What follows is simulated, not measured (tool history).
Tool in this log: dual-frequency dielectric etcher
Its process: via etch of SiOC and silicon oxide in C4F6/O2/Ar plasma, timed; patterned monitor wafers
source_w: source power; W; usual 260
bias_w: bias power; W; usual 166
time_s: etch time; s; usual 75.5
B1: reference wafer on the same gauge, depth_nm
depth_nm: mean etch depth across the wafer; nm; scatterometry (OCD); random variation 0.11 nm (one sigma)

{"run": 1, "day": 0.0, "source_w": 260, "bias_w": 197, "time_s": 75.5, "B1": 82.9, "depth_nm": 82.6}
{"day": 1.546, "done": "wet clean of the chamber"}
{"run": 2, "day": 1.567, "source_w": 260, "bias_w": 141, "time_s": 68.5, "B1": 82.9, "depth_nm": 66.3}
{"day": 2.396, "done": "source power generator calibrated"}
{"day": 2.879, "done": "upper electrode replaced"}
{"run": 3, "day": 2.9, "source_w": 260, "bias_w": 141, "time_s": 68.5, "B1": 82.9, "depth_nm": 64.8}
{"run": 4, "day": 3.329, "source_w": 240, "bias_w": 166, "time_s": 89.5, "B1": 82.9, "depth_nm": 86.6}
{"day": 4.042, "done": "bias power generator calibrated"}
{"run": 5, "day": 4.208, "source_w": 240, "bias_w": 166, "time_s": 89.5, "B1": 82.9, "depth_nm": 85.1}
{"day": 4.538, "done": "gauge calibrated"}
{"run": 6, "day": 5.25, "source_w": 260, "bias_w": 166, "time_s": 75.5, "B1": 82.9, "depth_nm": 74.5}
{"run": 7, "day": 6.433, "source_w": 260, "bias_w": 166, "time_s": 75.5, "B1": 82.9, "depth_nm": 74.4}
{"run": 8, "day": 7.217, "source_w": 260, "bias_w": 134, "time_s": 93.5, "B1": 82.9, "depth_nm": 85.8}
{"run": 9, "day": 8.067, "source_w": 260, "bias_w": 166, "time_s": 71.0, "B1": 82.9, "depth_nm": 70.1}
{"run": 10, "day": 9.108, "source_w": 260, "bias_w": 166, "time_s": 75.5, "B1": 82.9, "depth_nm": 74.7}
{"run": 11, "day": 10.062, "source_w": 300, "bias_w": 166, "time_s": 75.5, "B1": 82.9, "depth_nm": 79.8}
{"run": 12, "day": 11.508, "source_w": 260, "bias_w": 166, "time_s": 75.5, "B1": 82.9, "depth_nm": 74.8}
{"run": 13, "day": 12.871, "source_w": 260, "bias_w": 166, "time_s": 69.0, "B1": 82.9, "depth_nm": 68.4}
{"run": 14, "day": 13.567, "source_w": 320, "bias_w": 127, "time_s": 75.5, "B1": 82.9, "depth_nm": 74.8}
{"run": 15, "day": 14.633, "source_w": 260, "bias_w": 166, "time_s": 75.5, "B1": 82.9, "depth_nm": 75.0}
{"run": 16, "day": 15.712, "source_w": 260, "bias_w": 166, "time_s": 75.5, "B1": 82.9, "depth_nm": 75.1}
{"run": 17, "day": 16.904, "source_w": 240, "bias_w": 166, "time_s": 89.5, "B1": 82.9, "depth_nm": 85.4}
{"run": 18, "day": 18.112, "source_w": 220, "bias_w": 166, "time_s": 66.0, "B1": 82.9, "depth_nm": 60.6}
{"run": 19, "day": 18.871, "source_w": 230, "bias_w": 192, "time_s": 90.0, "B1": 82.9, "depth_nm": 89.1}
{"run": 20, "day": 19.529, "source_w": 260, "bias_w": 130, "time_s": 85.0, "B1": 82.9, "depth_nm": 77.4}
{"run": 21, "day": 20.912, "source_w": 260, "bias_w": 130, "time_s": 75.5, "B1": 82.9, "depth_nm": 68.8}
{"run": 22, "day": 21.817, "source_w": 300, "bias_w": 146, "time_s": 75.5, "B1": 82.9, "depth_nm": 76.7}
{"run": 23, "day": 23.3, "source_w": 320, "bias_w": 166, "time_s": 62.5, "B1": 82.9, "depth_nm": 68.5}
{"run": 24, "day": 24.088, "source_w": 310, "bias_w": 153, "time_s": 93.5, "B1": 82.9, "depth_nm": 97.8}
{"run": 25, "day": 25.45, "source_w": 290, "bias_w": 166, "time_s": 75.5, "B1": 82.9, "depth_nm": 79.1}
{"run": 26, "day": 26.392, "source_w": 260, "bias_w": 166, "time_s": 65.0, "B1": 82.9, "depth_nm": 64.8}
{"run": 27, "day": 27.642, "source_w": 260, "bias_w": 166, "time_s": 67.0, "B1": 82.9, "depth_nm": 66.9}
{"day": 29.592, "done": "wet clean of the chamber"}
{"run": 28, "day": 29.612, "source_w": 310, "bias_w": 166, "time_s": 75.5, "B1": 82.9, "depth_nm": 81.6}
{"day": 30.221, "done": "gauge calibrated"}
{"run": 29, "day": 30.325, "source_w": 240, "bias_w": 146, "time_s": 69.0, "B1": 82.9, "depth_nm": 63.7}
{"run": 30, "day": 30.875, "source_w": 290, "bias_w": 135, "time_s": 95.5, "B1": 82.9, "depth_nm": 93.3}

The same runs without the tool's hidden state, with the same run-to-run variation:
The tool's hidden condition here consists of: etch rate over this chamber's usual, %; source power that arrives over what is set, %; bias power that arrives over what is set, %; gauge reads high (%).
run=1 depth_nm=79.5
run=2 depth_nm=63.9
run=3 depth_nm=63.8
run=4 depth_nm=85.1
run=5 depth_nm=85.4
run=6 depth_nm=74.6
run=7 depth_nm=74.5
run=8 depth_nm=85.8
run=9 depth_nm=70.1
run=10 depth_nm=74.7
run=11 depth_nm=79.8
run=12 depth_nm=74.7
run=13 depth_nm=68.2
run=14 depth_nm=74.6
run=15 depth_nm=74.8
run=16 depth_nm=74.8
run=17 depth_nm=85.0
run=18 depth_nm=60.3
run=19 depth_nm=88.6
run=20 depth_nm=77.0
run=21 depth_nm=68.3
run=22 depth_nm=76.1
run=23 depth_nm=68.0
run=24 depth_nm=97.0
run=25 depth_nm=78.4
run=26 depth_nm=64.2
run=27 depth_nm=66.3
run=28 depth_nm=80.8
run=29 depth_nm=63.0
run=30 depth_nm=92.3

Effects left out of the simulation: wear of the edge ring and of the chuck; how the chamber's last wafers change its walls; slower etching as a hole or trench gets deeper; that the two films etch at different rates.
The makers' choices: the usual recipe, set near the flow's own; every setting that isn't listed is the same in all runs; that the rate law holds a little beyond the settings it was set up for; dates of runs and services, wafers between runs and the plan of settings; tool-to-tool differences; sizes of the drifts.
